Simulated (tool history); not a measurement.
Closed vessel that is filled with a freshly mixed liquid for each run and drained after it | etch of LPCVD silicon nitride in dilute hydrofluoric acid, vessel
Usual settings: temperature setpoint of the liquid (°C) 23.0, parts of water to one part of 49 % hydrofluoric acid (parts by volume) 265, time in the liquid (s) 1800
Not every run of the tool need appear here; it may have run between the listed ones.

| run | day | temperature setpoint of the liquid (°C) | parts of water to one part of 49 % hydrofluoric acid (parts by volume) | time in the liquid (s) | wafers since the last listed run | hours since the thermometer was replaced | hours since the hydrofluoric acid flow meter was replaced | hours since the gauge calibration | read-back film thickness of the LPCVD silicon nitride reference wafer, read on the same gauge (nm) | thickness taken off the LPCVD silicon nitride on a monitor wafer (Å) |
|---|---|---|---|---|---|---|---|---|---|---|
| 1 | 0.000 | 23.0 | 360 | 1800 | 0 | 1598.6 | 957.9 | 348.3 | 90.004 | 23.69 |
| 2 | 2.983 | 23.0 | 265 | 1800 | 3295 | 1670.2 | 1029.5 | 419.9 | 90.010 | 31.70 |
| 3 | 6.342 | 23.0 | 265 | 1800 | 3709 | 1750.8 | 1110.1 | 500.5 | 90.007 | 31.76 |
| 4 | 8.746 | 23.0 | 265 | 1800 | 2655 | 1808.5 | 1167.8 | 558.2 | 90.043 | 31.54 |
| 5 | 12.588 | 21.5 | 195 | 1800 | 4243 | 1900.7 | 1260.0 | 650.4 | 89.968 | 39.08 |
|  | 14.883 | hydrofluoric acid flow meter replaced |
|  | 15.525 | gauge calibrated |
| 6 | 16.783 | 21.5 | 195 | 1800 | 4588 | 2001.4 | 45.6 | 30.2 | 90.047 | 44.52 |
| 7 | 19.529 | 23.0 | 265 | 1800 | 3032 | 2067.3 | 111.5 | 96.1 | 90.004 | 35.83 |
| 8 | 23.900 | 23.0 | 200 | 1800 | 4827 | 2172.2 | 216.4 | 201.0 | 89.997 | 46.49 |
| 9 | 25.979 | 27.5 | 155 | 935 | 2296 | 2222.1 | 266.3 | 250.9 | 89.950 | 41.84 |
| 10 | 29.754 | 26.5 | 150 | 2270 | 4169 | 2312.7 | 356.9 | 341.5 | 90.006 | 97.14 |
|  | 31.133 | thermometer replaced |
| 11 | 31.904 | 23.0 | 305 | 1165 | 2328 | 18.5 | 408.5 | 393.1 | 90.023 | 19.65 |
| 12 | 37.129 | 27.5 | 265 | 1800 | 5771 | 143.9 | 533.9 | 518.5 | 90.021 | 45.29 |
|  | 40.254 | gauge calibrated |
| 13 | 41.133 | 18.0 | 370 | 2295 | 4422 | 240.0 | 630.0 | 21.1 | 89.976 | 22.80 |
| 14 | 43.546 | 23.0 | 265 | 1800 | 2664 | 297.9 | 687.9 | 79.0 | 90.018 | 33.83 |
| 15 | 46.550 | 23.0 | 265 | 1800 | 3318 | 370.0 | 760.0 | 151.1 | 89.989 | 33.46 |

A few steps of thickness taken off the LPCVD silicon nitride on a monitor wafer (Å) between consecutive runs. Split each: what settings, incoming material and random variation would produce without the hidden state, and what is left over for the hidden state, along with gauge scatter present in only one of the two compared results (measured, and without hidden state):
What the log doesn't record here: liquid hotter than its thermometer reads (K); hydrofluoric acid flow below the setpoint (%); gauge reads high (%).
Run 5 -> 6: hydrofluoric acid flow meter replaced, gauge calibrated. thickness taken off the LPCVD silicon nitride on a monitor wafer (Å) +5.44: hidden state +5.76, all else -0.32.
Run 10 -> 11: temperature setpoint of the liquid (°C) 26.5 -> 23.0, parts of water to one part of 49 % hydrofluoric acid (parts by volume) 150 -> 305, time in the liquid (s) 2270 -> 1165, thermometer replaced. thickness taken off the LPCVD silicon nitride on a monitor wafer (Å) -77.49: hidden state +3.02, all else -80.51.
